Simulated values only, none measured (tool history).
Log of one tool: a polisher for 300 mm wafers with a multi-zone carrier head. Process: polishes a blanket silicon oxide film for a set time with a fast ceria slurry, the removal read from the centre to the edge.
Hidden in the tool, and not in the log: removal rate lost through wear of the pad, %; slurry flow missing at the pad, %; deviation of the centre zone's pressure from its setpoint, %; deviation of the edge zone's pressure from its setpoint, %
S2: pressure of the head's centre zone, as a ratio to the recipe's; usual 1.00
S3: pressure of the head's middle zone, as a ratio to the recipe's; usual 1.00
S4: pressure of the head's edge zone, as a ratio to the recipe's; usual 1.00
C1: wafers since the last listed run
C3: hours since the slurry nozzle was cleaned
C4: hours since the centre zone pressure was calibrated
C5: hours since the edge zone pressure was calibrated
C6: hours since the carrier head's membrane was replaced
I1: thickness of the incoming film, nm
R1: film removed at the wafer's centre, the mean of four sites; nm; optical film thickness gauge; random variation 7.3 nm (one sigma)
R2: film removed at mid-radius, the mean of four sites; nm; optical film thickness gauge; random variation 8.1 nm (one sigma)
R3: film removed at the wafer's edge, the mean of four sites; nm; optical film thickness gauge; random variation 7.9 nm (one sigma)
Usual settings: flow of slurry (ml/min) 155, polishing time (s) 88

{"run": 1, "hour": 0.0, "flow of slurry (ml/min)": 155, "S2": 1.0, "S3": 1.0, "S4": 1.0, "polishing time (s)": 88, "C1": 0, "wafers polished on this pad": 1319, "C3": 608.2, "C4": 101.2, "C5": 61.3, "C6": 1646.8, "I1": 3565.4, "R1": 761.3, "R2": 678.4, "R3": 696.0}
{"hour": 22.7, "done": "slurry nozzle cleaned"}
{"run": 2, "hour": 74.5, "flow of slurry (ml/min)": 155, "S2": 0.93, "S3": 1.08, "S4": 1.0, "polishing time (s)": 88, "C1": 902, "wafers polished on this pad": 2221, "C3": 51.8, "C4": 175.7, "C5": 135.8, "C6": 1721.3, "I1": 3608.4, "R1": 700.7, "R2": 732.2, "R3": 693.5}
{"run": 3, "hour": 121.1, "flow of slurry (ml/min)": 115, "S2": 1.08, "S3": 1.0, "S4": 1.0, "polishing time (s)": 88, "C1": 572, "wafers polished on this pad": 2793, "C3": 98.4, "C4": 222.3, "C5": 182.4, "C6": 1767.9, "I1": 3585.1, "R1": 798.2, "R2": 663.7, "R3": 676.3}
{"run": 4, "hour": 219.3, "flow of slurry (ml/min)": 155, "S2": 1.0, "S3": 1.0, "S4": 0.92, "polishing time (s)": 88, "C1": 1205, "wafers polished on this pad": 3999, "C3": 196.6, "C4": 320.5, "C5": 280.6, "C6": 1866.1, "I1": 3617.9, "R1": 772.9, "R2": 683.4, "R3": 677.0}
{"run": 5, "hour": 263.8, "flow of slurry (ml/min)": 110, "S2": 1.0, "S3": 1.0, "S4": 1.0, "polishing time (s)": 88, "C1": 546, "wafers polished on this pad": 4546, "C3": 241.1, "C4": 365.0, "C5": 325.1, "C6": 1910.6, "I1": 3557.1, "R1": 725.3, "R2": 661.2, "R3": 684.9}
{"hour": 275.7, "done": "carrier head's membrane replaced by a new one"}
{"run": 6, "hour": 333.9, "flow of slurry (ml/min)": 155, "S2": 1.12, "S3": 1.0, "S4": 0.89, "polishing time (s)": 80, "C1": 799, "wafers polished on this pad": 5345, "C3": 311.2, "C4": 435.1, "C5": 395.2, "C6": 58.2, "I1": 3564.4, "R1": 775.4, "R2": 632.4, "R3": 618.3}
{"run": 7, "hour": 405.7, "flow of slurry (ml/min)": 125, "S2": 1.1, "S3": 1.11, "S4": 1.0, "polishing time (s)": 61, "C1": 881, "wafers polished on this pad": 6227, "C3": 383.0, "C4": 506.9, "C5": 467.0, "C6": 130.0, "I1": 3616.8, "R1": 570.3, "R2": 500.5, "R3": 471.1}
{"run": 8, "hour": 480.2, "flow of slurry (ml/min)": 155, "S2": 1.0, "S3": 1.0, "S4": 1.0, "polishing time (s)": 88, "C1": 914, "wafers polished on this pad": 7141, "C3": 457.5, "C4": 581.4, "C5": 541.5, "C6": 204.5, "I1": 3625.5, "R1": 765.8, "R2": 695.3, "R3": 700.3}
{"hour": 493.6, "done": "worn pad replaced by a new one"}
{"run": 9, "hour": 563.2, "flow of slurry (ml/min)": 155, "S2": 1.1, "S3": 1.0, "S4": 1.0, "polishing time (s)": 113, "C1": 970, "wafers polished on this pad": 854, "C3": 540.5, "C4": 664.4, "C5": 624.5, "C6": 287.5, "I1": 3567.6, "R1": 1090.2, "R2": 896.2, "R3": 893.8}
{"hour": 612.6, "done": "slurry nozzle cleaned"}
{"run": 10, "hour": 639.8, "flow of slurry (ml/min)": 125, "S2": 0.9, "S3": 1.0, "S4": 1.11, "polishing time (s)": 61, "C1": 928, "wafers polished on this pad": 1783, "C3": 27.2, "C4": 741.0, "C5": 701.1, "C6": 364.1, "I1": 3581.3, "R1": 464.4, "R2": 454.9, "R3": 488.5}
{"hour": 681.1, "done": "centre zone pressure recalibrated, repeated, since the last time left the tool worse"}
{"run": 11, "hour": 734.2, "flow of slurry (ml/min)": 155, "S2": 1.11, "S3": 1.0, "S4": 1.0, "polishing time (s)": 88, "C1": 1134, "wafers polished on this pad": 2917, "C3": 121.6, "C4": 53.1, "C5": 795.5, "C6": 458.5, "I1": 3618.6, "R1": 762.5, "R2": 693.5, "R3": 688.7}
{"run": 12, "hour": 806.0, "flow of slurry (ml/min)": 155, "S2": 1.0, "S3": 1.0, "S4": 1.0, "polishing time (s)": 88, "C1": 881, "wafers polished on this pad": 3799, "C3": 193.4, "C4": 124.9, "C5": 867.3, "C6": 530.3, "I1": 3573.4, "R1": 672.9, "R2": 688.1, "R3": 698.2}
{"run": 13, "hour": 895.4, "flow of slurry (ml/min)": 155, "S2": 1.0, "S3": 1.0, "S4": 1.0, "polishing time (s)": 88, "C1": 1097, "wafers polished on this pad": 4896, "C3": 282.8, "C4": 214.3, "C5": 956.7, "C6": 619.7, "I1": 3601.8, "R1": 688.1, "R2": 691.9, "R3": 676.1}
{"run": 14, "hour": 991.5, "flow of slurry (ml/min)": 155, "S2": 1.0, "S3": 0.93, "S4": 1.0, "polishing time (s)": 99, "C1": 1180, "wafers polished on this pad": 6077, "C3": 378.9, "C4": 310.4, "C5": 1052.8, "C6": 715.8, "I1": 3607.8, "R1": 777.1, "R2": 742.3, "R3": 776.3}
{"run": 15, "hour": 1034.3, "flow of slurry (ml/min)": 175, "S2": 1.0, "S3": 1.09, "S4": 1.0, "polishing time (s)": 88, "C1": 525, "wafers polished on this pad": 6602, "C3": 421.7, "C4": 353.2, "C5": 1095.6, "C6": 758.6, "I1": 3586.0, "R1": 696.6, "R2": 755.2, "R3": 703.4}
{"hour": 1084.6, "done": "edge zone pressure recalibrated"}
{"hour": 1154.1, "done": "worn pad replaced by a new one"}
{"hour": 1195.5, "done": "slurry nozzle cleaned"}
{"run": 16, "hour": 1304.1, "flow of slurry (ml/min)": 155, "S2": 1.0, "S3": 1.0, "S4": 1.0, "polishing time (s)": 88, "C1": 3226, "wafers polished on this pad": 1829, "C3": 108.6, "C4": 623.0, "C5": 219.5, "C6": 1028.4, "I1": 3598.2, "R1": 691.1, "R2": 687.4, "R3": 690.4}
{"run": 17, "hour": 1390.8, "flow of slurry (ml/min)": 155, "S2": 1.0, "S3": 1.0, "S4": 0.89, "polishing time (s)": 116, "C1": 1064, "wafers polished on this pad": 2893, "C3": 195.3, "C4": 709.7, "C5": 306.2, "C6": 1115.1, "I1": 3613.9, "R1": 936.8, "R2": 895.7, "R3": 898.2}
{"run": 18, "hour": 1456.5, "flow of slurry (ml/min)": 175, "S2": 1.0, "S3": 1.0, "S4": 1.0, "polishing time (s)": 88, "C1": 806, "wafers polished on this pad": 3700, "C3": 261.0, "C4": 775.4, "C5": 371.9, "C6": 1180.8, "I1": 3559.4, "R1": 723.1, "R2": 707.9, "R3": 708.6}
{"run": 19, "hour": 1518.1, "flow of slurry (ml/min)": 200, "S2": 1.0, "S3": 1.12, "S4": 1.07, "polishing time (s)": 88, "C1": 756, "wafers polished on this pad": 4457, "C3": 322.6, "C4": 837.0, "C5": 433.5, "C6": 1242.4, "I1": 3567.8, "R1": 722.7, "R2": 789.7, "R3": 724.5}
{"hour": 1576.8, "done": "centre zone pressure recalibrated"}
{"run": 20, "hour": 1599.3, "flow of slurry (ml/min)": 205, "S2": 1.06, "S3": 1.0, "S4": 1.0, "polishing time (s)": 88, "C1": 972, "wafers polished on this pad": 5429, "C3": 403.8, "C4": 22.5, "C5": 514.7, "C6": 1323.6, "I1": 3647.4, "R1": 743.1, "R2": 707.9, "R3": 728.0}
{"run": 21, "hour": 1665.4, "flow of slurry (ml/min)": 200, "S2": 1.0, "S3": 1.0, "S4": 1.04, "polishing time (s)": 88, "C1": 811, "wafers polished on this pad": 6241, "C3": 469.9, "C4": 88.6, "C5": 580.8, "C6": 1389.7, "I1": 3602.8, "R1": 698.5, "R2": 690.2, "R3": 708.4}

Forecast each of these 5 alternatives for the next run:
{"run": "A", "hour": 1665.8, "flow of slurry (ml/min)": 155, "S2": 1.0, "S3": 1.0, "S4": 1.0, "polishing time (s)": 88, "C1": 4, "wafers polished on this pad": 6246, "C3": 470.3, "C4": 89.0, "C5": 581.2, "C6": 1390.1, "I1": 3564.9, "R1": "?", "R2": "?", "R3": "?"}
{"run": "B", "hour": 1665.8, "flow of slurry (ml/min)": 115, "S2": 1.0, "S3": 1.0, "S4": 1.0, "polishing time (s)": 97, "C1": 4, "wafers polished on this pad": 6246, "C3": 470.3, "C4": 89.0, "C5": 581.2, "C6": 1390.1, "I1": 3564.9, "R1": "?", "R2": "?", "R3": "?"}
{"run": "C", "hour": 1665.8, "flow of slurry (ml/min)": 155, "S2": 1.0, "S3": 1.0, "S4": 1.04, "polishing time (s)": 88, "C1": 4, "wafers polished on this pad": 6246, "C3": 470.3, "C4": 89.0, "C5": 581.2, "C6": 1390.1, "I1": 3564.9, "R1": "?", "R2": "?", "R3": "?"}
{"run": "D", "hour": 1665.8, "flow of slurry (ml/min)": 155, "S2": 1.0, "S3": 1.0, "S4": 1.08, "polishing time (s)": 88, "C1": 4, "wafers polished on this pad": 6246, "C3": 470.3, "C4": 89.0, "C5": 581.2, "C6": 1390.1, "I1": 3564.9, "R1": "?", "R2": "?", "R3": "?"}
{"run": "E", "hour": 1665.8, "flow of slurry (ml/min)": 155, "S2": 0.96, "S3": 1.0, "S4": 1.0, "polishing time (s)": 96, "C1": 4, "wafers polished on this pad": 6246, "C3": 470.3, "C4": 89.0, "C5": 581.2, "C6": 1390.1, "I1": 3564.9, "R1": "?", "R2": "?", "R3": "?"}

run=A R1=682.4 R2=700.3 R3=692.3
run=B R1=722.4 R2=744.9 R3=744.0
run=C R1=682.4 R2=700.3 R3=701.6
run=D R1=682.4 R2=700.3 R3=710.8
run=E R1=715.0 R2=764.1 R3=755.3
Without the tool's hidden state the same runs would have given:
run=A R1=675.6 R2=700.4 R3=692.3
run=B R1=715.1 R2=745.0 R3=744.0
run=C R1=675.6 R2=700.3 R3=701.6
run=D R1=675.6 R2=700.3 R3=710.8
run=E R1=707.8 R2=764.2 R3=755.3
